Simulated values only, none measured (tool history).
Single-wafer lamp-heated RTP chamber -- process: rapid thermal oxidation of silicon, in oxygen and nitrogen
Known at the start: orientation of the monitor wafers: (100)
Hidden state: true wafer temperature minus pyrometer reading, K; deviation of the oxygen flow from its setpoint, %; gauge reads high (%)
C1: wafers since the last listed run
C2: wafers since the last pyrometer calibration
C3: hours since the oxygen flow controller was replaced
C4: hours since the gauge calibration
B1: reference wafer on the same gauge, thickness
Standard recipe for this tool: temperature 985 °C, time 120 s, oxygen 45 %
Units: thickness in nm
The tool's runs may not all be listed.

{"run": 1, "day": 0.0, "temperature": 985, "time": 139, "oxygen": 45, "C1": 0, "C2": 623, "C3": 5319.9, "C4": 1200.4, "B1": 6.43, "thickness": 6.181}
{"run": 2, "day": 1.417, "temperature": 985, "time": 139, "oxygen": 45, "C1": 240, "C2": 863, "C3": 5353.9, "C4": 1234.4, "B1": 6.431, "thickness": 6.192}
{"run": 3, "day": 4.404, "temperature": 985, "time": 120, "oxygen": 45, "C1": 507, "C2": 1371, "C3": 5425.6, "C4": 1306.1, "B1": 6.431, "thickness": 5.797}
{"run": 4, "day": 6.896, "temperature": 985, "time": 120, "oxygen": 45, "C1": 423, "C2": 1794, "C3": 5485.4, "C4": 1365.9, "B1": 6.429, "thickness": 5.822}
{"run": 5, "day": 8.996, "temperature": 985, "time": 120, "oxygen": 45, "C1": 356, "C2": 2151, "C3": 5535.8, "C4": 1416.3, "B1": 6.428, "thickness": 5.815}
{"run": 6, "day": 11.475, "temperature": 985, "time": 120, "oxygen": 45, "C1": 421, "C2": 2572, "C3": 5595.3, "C4": 1475.8, "B1": 6.427, "thickness": 5.832}
{"day": 12.662, "done": "pyrometer window cleaned and pyrometer calibrated"}
{"run": 7, "day": 13.508, "temperature": 985, "time": 120, "oxygen": 45, "C1": 288, "C2": 143, "C3": 5644.1, "C4": 1524.6, "B1": 6.43, "thickness": 5.778}
{"run": 8, "day": 16.462, "temperature": 985, "time": 120, "oxygen": 56, "C1": 501, "C2": 645, "C3": 5715.0, "C4": 1595.5, "B1": 6.43, "thickness": 6.235}
{"run": 9, "day": 19.129, "temperature": 985, "time": 120, "oxygen": 56, "C1": 452, "C2": 1098, "C3": 5779.0, "C4": 1659.5, "B1": 6.43, "thickness": 6.232}
{"run": 10, "day": 25.421, "temperature": 975, "time": 120, "oxygen": 45, "C1": 1068, "C2": 2166, "C3": 5930.0, "C4": 1810.5, "B1": 6.429, "thickness": 5.397}
{"run": 11, "day": 27.588, "temperature": 975, "time": 120, "oxygen": 45, "C1": 368, "C2": 2535, "C3": 5982.0, "C4": 1862.5, "B1": 6.431, "thickness": 5.419}
{"day": 29.038, "done": "pyrometer window cleaned and pyrometer calibrated"}
{"run": 12, "day": 29.867, "temperature": 985, "time": 88, "oxygen": 45, "C1": 330, "C2": 140, "C3": 6036.7, "C4": 1917.2, "B1": 6.432, "thickness": 5.061}
{"run": 13, "day": 31.838, "temperature": 985, "time": 133, "oxygen": 45, "C1": 334, "C2": 475, "C3": 6084.0, "C4": 1964.5, "B1": 6.426, "thickness": 6.064}
{"day": 32.512, "done": "gauge calibrated"}
{"run": 14, "day": 34.608, "temperature": 985, "time": 133, "oxygen": 45, "C1": 470, "C2": 946, "C3": 6150.5, "C4": 50.3, "B1": 6.427, "thickness": 6.057}
{"run": 15, "day": 36.817, "temperature": 985, "time": 120, "oxygen": 45, "C1": 375, "C2": 1321, "C3": 6203.5, "C4": 103.3, "B1": 6.43, "thickness": 5.803}
{"run": 16, "day": 39.446, "temperature": 985, "time": 120, "oxygen": 45, "C1": 446, "C2": 1768, "C3": 6266.6, "C4": 166.4, "B1": 6.429, "thickness": 5.809}
{"day": 41.75, "done": "oxygen flow controller replaced"}
{"run": 17, "day": 42.338, "temperature": 985, "time": 120, "oxygen": 45, "C1": 434, "C2": 2202, "C3": 14.1, "C4": 235.8, "B1": 6.429, "thickness": 5.814}
{"run": 18, "day": 44.783, "temperature": 985, "time": 147, "oxygen": 19, "C1": 415, "C2": 2618, "C3": 72.8, "C4": 294.5, "B1": 6.429, "thickness": 4.807}
{"day": 46.179, "done": "pyrometer window cleaned and pyrometer calibrated"}
{"run": 19, "day": 47.538, "temperature": 985, "time": 120, "oxygen": 45, "C1": 411, "C2": 230, "C3": 138.9, "C4": 360.6, "B1": 6.425, "thickness": 5.778}
{"run": 20, "day": 50.412, "temperature": 985, "time": 120, "oxygen": 45, "C1": 488, "C2": 719, "C3": 207.9, "C4": 429.6, "B1": 6.43, "thickness": 5.773}
{"run": 21, "day": 51.621, "temperature": 973, "time": 178, "oxygen": 45, "C1": 205, "C2": 924, "C3": 236.9, "C4": 458.6, "B1": 6.428, "thickness": 6.298}
{"run": 22, "day": 54.158, "temperature": 985, "time": 84, "oxygen": 45, "C1": 431, "C2": 1355, "C3": 297.8, "C4": 519.5, "B1": 6.43, "thickness": 4.978}
{"run": 23, "day": 56.446, "temperature": 977, "time": 83, "oxygen": 64, "C1": 388, "C2": 1744, "C3": 352.7, "C4": 574.4, "B1": 6.428, "thickness": 5.275}
{"run": 24, "day": 58.121, "temperature": 966, "time": 98, "oxygen": 17, "C1": 284, "C2": 2028, "C3": 392.9, "C4": 614.6, "B1": 6.428, "thickness": 3.562}
{"run": 25, "day": 59.792, "temperature": 960, "time": 79, "oxygen": 25, "C1": 283, "C2": 2312, "C3": 433.0, "C4": 654.7, "B1": 6.432, "thickness": 3.515}
{"run": 26, "day": 61.375, "temperature": 976, "time": 73, "oxygen": 66, "C1": 268, "C2": 2581, "C3": 471.0, "C4": 692.7, "B1": 6.431, "thickness": 5.008}
{"day": 62.7, "done": "pyrometer window cleaned and pyrometer calibrated"}
{"run": 27, "day": 63.158, "temperature": 1011, "time": 120, "oxygen": 24, "C1": 246, "C2": 77, "C3": 513.8, "C4": 735.5, "B1": 6.43, "thickness": 5.627}
{"run": 28, "day": 65.512, "temperature": 959, "time": 120, "oxygen": 17, "C1": 399, "C2": 477, "C3": 570.3, "C4": 792.0, "B1": 6.43, "thickness": 3.667}
{"run": 29, "day": 68.375, "temperature": 1014, "time": 159, "oxygen": 45, "C1": 486, "C2": 963, "C3": 639.0, "C4": 860.7, "B1": 6.429, "thickness": 8.128}
{"run": 30, "day": 71.125, "temperature": 1012, "time": 150, "oxygen": 33, "C1": 467, "C2": 1431, "C3": 705.0, "C4": 926.7, "B1": 6.431, "thickness": 6.996}
{"run": 31, "day": 72.646, "temperature": 985, "time": 120, "oxygen": 45, "C1": 258, "C2": 1689, "C3": 741.5, "C4": 963.2, "B1": 6.431, "thickness": 5.816}
{"run": 32, "day": 75.346, "temperature": 985, "time": 120, "oxygen": 45, "C1": 458, "C2": 2147, "C3": 806.3, "C4": 1028.0, "B1": 6.426, "thickness": 5.811}
{"run": 33, "day": 76.592, "temperature": 1013, "time": 150, "oxygen": 57, "C1": 211, "C2": 2359, "C3": 836.2, "C4": 1057.9, "B1": 6.431, "thickness": 8.576}
{"run": 34, "day": 77.967, "temperature": 985, "time": 120, "oxygen": 57, "C1": 233, "C2": 2593, "C3": 869.2, "C4": 1090.9, "B1": 6.432, "thickness": 6.324}
{"run": 35, "day": 80.117, "temperature": 985, "time": 120, "oxygen": 45, "C1": 365, "C2": 2958, "C3": 920.8, "C4": 1142.5, "B1": 6.431, "thickness": 5.828}

Same runs, no hidden state in the tool, same run-to-run variation:
run=1 thickness=6.166
run=2 thickness=6.171
run=3 thickness=5.768
run=4 thickness=5.784
run=5 thickness=5.771
run=6 thickness=5.779
run=7 thickness=5.775
run=8 thickness=6.220
run=9 thickness=6.208
run=10 thickness=5.358
run=11 thickness=5.373
run=12 thickness=5.054
run=13 thickness=6.048
run=14 thickness=6.032
run=15 thickness=5.772
run=16 thickness=5.769
run=17 thickness=5.765
run=18 thickness=4.764
run=19 thickness=5.773
run=20 thickness=5.758
run=21 thickness=6.277
run=22 thickness=4.955
run=23 thickness=5.243
run=24 thickness=3.544
run=25 thickness=3.495
run=26 thickness=4.964
run=27 thickness=5.617
run=28 thickness=3.658
run=29 thickness=8.090
run=30 thickness=6.952
run=31 thickness=5.774
run=32 thickness=5.761
run=33 thickness=8.495
run=34 thickness=6.258
run=35 thickness=5.762

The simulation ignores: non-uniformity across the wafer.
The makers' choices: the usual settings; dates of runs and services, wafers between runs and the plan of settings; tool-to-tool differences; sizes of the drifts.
